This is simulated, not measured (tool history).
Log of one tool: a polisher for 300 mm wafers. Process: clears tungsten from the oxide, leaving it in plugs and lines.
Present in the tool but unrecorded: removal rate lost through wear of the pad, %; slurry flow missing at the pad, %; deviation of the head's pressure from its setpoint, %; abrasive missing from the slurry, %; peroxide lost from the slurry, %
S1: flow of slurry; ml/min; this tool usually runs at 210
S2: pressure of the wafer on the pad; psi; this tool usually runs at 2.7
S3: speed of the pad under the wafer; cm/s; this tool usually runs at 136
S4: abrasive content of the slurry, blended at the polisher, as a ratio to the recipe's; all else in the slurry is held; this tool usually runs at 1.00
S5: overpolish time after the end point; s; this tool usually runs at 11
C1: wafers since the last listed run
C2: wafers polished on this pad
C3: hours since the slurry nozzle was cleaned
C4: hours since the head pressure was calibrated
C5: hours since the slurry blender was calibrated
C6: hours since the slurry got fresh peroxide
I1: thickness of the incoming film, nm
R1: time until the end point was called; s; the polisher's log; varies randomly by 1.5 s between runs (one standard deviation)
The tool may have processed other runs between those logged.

Run 1, hour 0.0: usual settings but S1 170 ml/min, S5 8 s; C1 0; C2 9; C3 454.2; C4 436.3; C5 238.1; C6 73.2; I1 334.2. Result: R1 86.8 s.
Run 2, hour 15.4: usual settings but S1 170 ml/min, S5 8 s; C1 128; C2 137; C3 469.6; C4 451.7; C5 253.5; C6 88.6; I1 329.3. Result: R1 87.3 s.
At hour 20.5: slurry blender recalibrated.
Run 3, hour 30.0: usual settings but S1 170 ml/min, S5 8 s; C1 104; C2 241; C3 484.2; C4 466.3; C5 9.5; C6 103.2; I1 340.7. Result: R1 94.2 s.
Run 4, hour 37.6: usual settings but S3 146 cm/s; C1 63; C2 305; C3 491.8; C4 473.9; C5 17.1; C6 110.8; I1 336.4. Result: R1 86.8 s.
Run 5, hour 54.4: usual settings; C1 139; C2 444; C3 508.6; C4 490.7; C5 33.9; C6 127.6; I1 328.1. Result: R1 84.0 s.
Run 6, hour 60.8: usual settings; C1 53; C2 498; C3 515.0; C4 497.1; C5 40.3; C6 134.0; I1 339.2. Result: R1 89.4 s.
Run 7, hour 66.9: usual settings but S1 270 ml/min, S2 3.4 psi, S4 1.15; C1 50; C2 548; C3 521.1; C4 503.2; C5 46.4; C6 140.1; I1 332.0. Result: R1 66.1 s.
Run 8, hour 76.1: usual settings but S3 118 cm/s; C1 76; C2 625; C3 530.3; C4 512.4; C5 55.6; C6 149.3; I1 328.4. Result: R1 97.0 s.
At hour 83.5: slurry tank refilled with fresh slurry and peroxide.
At hour 84.4: head pressure recalibrated.
Run 9, hour 85.3: usual settings but S1 250 ml/min, S3 152 cm/s, S4 1.15; C1 60; C2 685; C3 539.5; C4 0.9; C5 64.8; C6 1.8; I1 329.2. Result: R1 74.9 s.
Run 10, hour 94.6: usual settings but S1 155 ml/min, S2 2.2 psi, S4 1.10; C1 77; C2 762; C3 548.8; C4 10.2; C5 74.1; C6 11.1; I1 332.2. Result: R1 114.8 s.
Run 11, hour 102.6: usual settings but S2 2.0 psi, S4 0.80; C1 66; C2 829; C3 556.8; C4 18.2; C5 82.1; C6 19.1; I1 330.3. Result: R1 125.9 s.
At hour 106.9: slurry blender recalibrated, repeated, since the last time left the tool worse.
Run 12, hour 116.6: usual settings but S1 180 ml/min, S2 3.2 psi, S4 1.15, S5 15 s; C1 99; C2 929; C3 570.8; C4 32.2; C5 9.7; C6 33.1; I1 337.3. Result: R1 64.6 s.
At hour 125.1: slurry nozzle cleaned.
Run 13, hour 127.4: usual settings but S1 170 ml/min, S5 8 s; C1 81; C2 1010; C3 2.3; C4 43.0; C5 20.5; C6 43.9; I1 331.3. Result: R1 78.5 s.
Run 14, hour 137.9: usual settings but S3 176 cm/s; C1 87; C2 1097; C3 12.8; C4 53.5; C5 31.0; C6 54.4; I1 335.3. Result: R1 62.7 s.
At hour 148.2: worn pad replaced by a new one.
Run 15, hour 150.2: usual settings but S1 160 ml/min, S3 110 cm/s, S4 0.90; C1 69; C2 16; C3 25.1; C4 65.8; C5 43.3; C6 66.7; I1 335.0. Result: R1 104.1 s.
Run 16, hour 164.0: usual settings but S1 280 ml/min, S5 7 s; C1 114; C2 131; C3 38.9; C4 79.6; C5 57.1; C6 80.5; I1 337.1. Result: R1 77.6 s.
Run 17, hour 177.7: usual settings but S1 235 ml/min, S5 18 s; C1 113; C2 244; C3 52.6; C4 93.3; C5 70.8; C6 94.2; I1 338.4. Result: R1 77.3 s.
Run 18, hour 191.3: usual settings but S2 1.9 psi, S4 1.15; C1 113; C2 357; C3 66.2; C4 106.9; C5 84.4; C6 107.8; I1 334.8. Result: R1 110.6 s.
Run 19, hour 219.4: usual settings but S3 90 cm/s; C1 233; C2 591; C3 94.3; C4 135.0; C5 112.5; C6 135.9; I1 336.0. Result: R1 117.3 s.
Run 20, hour 226.9: usual settings but S3 110 cm/s, S4 1.15; C1 62; C2 653; C3 101.8; C4 142.5; C5 120.0; C6 143.4; I1 329.7. Result: R1 92.2 s.
Run 21, hour 242.9: usual settings but S1 260 ml/min, S2 3.3 psi, S4 1.10, S5 17 s; C1 133; C2 786; C3 117.8; C4 158.5; C5 136.0; C6 159.4; I1 334.0. Result: R1 61.9 s.
Run 22, hour 249.2: usual settings; C1 52; C2 839; C3 124.1; C4 164.8; C5 142.3; C6 165.7; I1 337.7. Result: R1 80.2 s.
Run 23, hour 258.1: usual settings; C1 73; C2 913; C3 133.0; C4 173.7; C5 151.2; C6 174.6; I1 338.3. Result: R1 81.0 s.
Run 24, hour 268.7: usual settings but S1 260 ml/min, S2 3.3 psi, S3 180 cm/s, S4 1.10; C1 88; C2 1001; C3 143.6; C4 184.3; C5 161.8; C6 185.2; I1 339.2. Result: R1 50.5 s.
At hour 271.0: slurry tank refilled with fresh slurry and peroxide.
Run 25, hour 275.8: usual settings but S2 2.2 psi; C1 50; C2 1052; C3 150.7; C4 191.4; C5 168.9; C6 4.8; I1 339.8. Result: R1 100.5 s.
Run 26, hour 288.9: usual settings but S2 2.0 psi; C1 108; C2 1161; C3 163.8; C4 204.5; C5 182.0; C6 17.9; I1 341.9. Result: R1 114.7 s.
At hour 306.5: worn pad replaced by a new one.
Run 27, hour 307.0: usual settings; C1 117; C2 4; C3 181.9; C4 222.6; C5 200.1; C6 36.0; I1 337.4. Result: R1 81.4 s.

What if the next run were any one of these 3? Each begins from the tool's condition after run 27:
Run A, hour 307.5: usual settings; C1 4; C2 8; C3 182.4; C4 223.1; C5 200.6; C6 36.5; I1 329.9. Result: R1 ?.
Run B, hour 307.5: usual settings but S1 150 ml/min, S3 150 cm/s, S4 0.75, S5 6 s; C1 4; C2 8; C3 182.4; C4 223.1; C5 200.6; C6 36.5; I1 329.9. Result: R1 ?.
Run C, hour 307.5: usual settings but S1 260 ml/min, S3 164 cm/s; C1 4; C2 8; C3 182.4; C4 223.1; C5 200.6; C6 36.5; I1 329.9. Result: R1 ?.

run    R1
  A  81.5
  B  83.3
  C  67.0
Had the tool no hidden state, the same runs would have come out as:
run    R1
  A  79.0
  B  80.8
  C  64.9
